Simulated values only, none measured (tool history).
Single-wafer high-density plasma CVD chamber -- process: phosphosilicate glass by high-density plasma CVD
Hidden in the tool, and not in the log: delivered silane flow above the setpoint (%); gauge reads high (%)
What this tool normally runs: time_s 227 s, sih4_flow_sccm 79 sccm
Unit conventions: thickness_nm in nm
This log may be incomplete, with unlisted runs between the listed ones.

run	hour	time_s	sih4_flow_sccm	wafers since the last listed run	hours since the silane flow controller was replaced	hours since the gauge calibration	read-back reference wafer on the same gauge, thickness_nm	thickness_nm
1	0.0	259	89	0	1636.7	449.8	1820.460	2167.588
2	25.6	259	89	218	1662.3	475.4	1819.742	2129.628
3	58.0	259	89	277	1694.7	507.8	1817.772	2157.527
4	105.1	227	79	402	1741.8	554.9	1820.339	1665.103
5	140.4	227	79	301	1777.1	590.2	1821.992	1673.364
6	208.1	227	79	579	1844.8	657.9	1819.218	1674.276
7	242.2	227	79	291	1878.9	692.0	1820.262	1673.146
8	273.6	227	79	268	1910.3	723.4	1819.319	1668.223
9	319.2	227	79	390	1955.9	769.0	1821.699	1668.852
10	387.6	227	79	585	2024.3	837.4	1820.306	1680.115
# hour 436.7: gauge calibrated
11	445.8	227	79	497	2082.5	9.1	1820.084	1672.572
12	516.3	227	79	603	2153.0	79.6	1817.601	1663.055
13	580.8	227	79	551	2217.5	144.1	1821.009	1667.363
14	640.2	227	79	508	2276.9	203.5	1820.048	1682.405
15	678.9	227	70	331	2315.6	242.2	1820.214	1475.211
# hour 743.0: silane flow controller replaced
16	743.5	227	79	484	0.5	306.8	1818.503	1674.081
17	783.1	204	65	338	40.1	346.4	1823.358	1239.924
18	833.0	187	79	426	90.0	396.3	1823.854	1380.659
19	862.4	247	86	251	119.4	425.7	1819.062	1970.312
20	895.0	189	85	278	152.0	458.3	1819.845	1499.369
21	954.5	255	75	508	211.5	517.8	1821.191	1778.961
22	1000.5	198	69	393	257.5	563.8	1823.854	1273.015
23	1051.5	227	79	436	308.5	614.8	1819.038	1661.426
24	1121.7	246	93	600	378.7	685.0	1818.530	2119.661
25	1191.4	204	75	596	448.4	754.7	1819.713	1426.739
26	1253.0	227	79	526	510.0	816.3	1822.359	1673.166
27	1303.6	188	91	432	560.6	866.9	1818.592	1583.874
# hour 1310.9: gauge calibrated
28	1330.0	227	64	225	587.0	19.1	1821.591	1349.484
29	1384.7	211	91	467	641.7	73.8	1819.037	1783.305
30	1431.4	263	88	399	688.4	120.5	1820.066	2153.961

Exercise: give the hidden state of the tool at every run:
delivered silane flow above the setpoint (%): 0 at every run
gauge reads high (%): 0 at every run

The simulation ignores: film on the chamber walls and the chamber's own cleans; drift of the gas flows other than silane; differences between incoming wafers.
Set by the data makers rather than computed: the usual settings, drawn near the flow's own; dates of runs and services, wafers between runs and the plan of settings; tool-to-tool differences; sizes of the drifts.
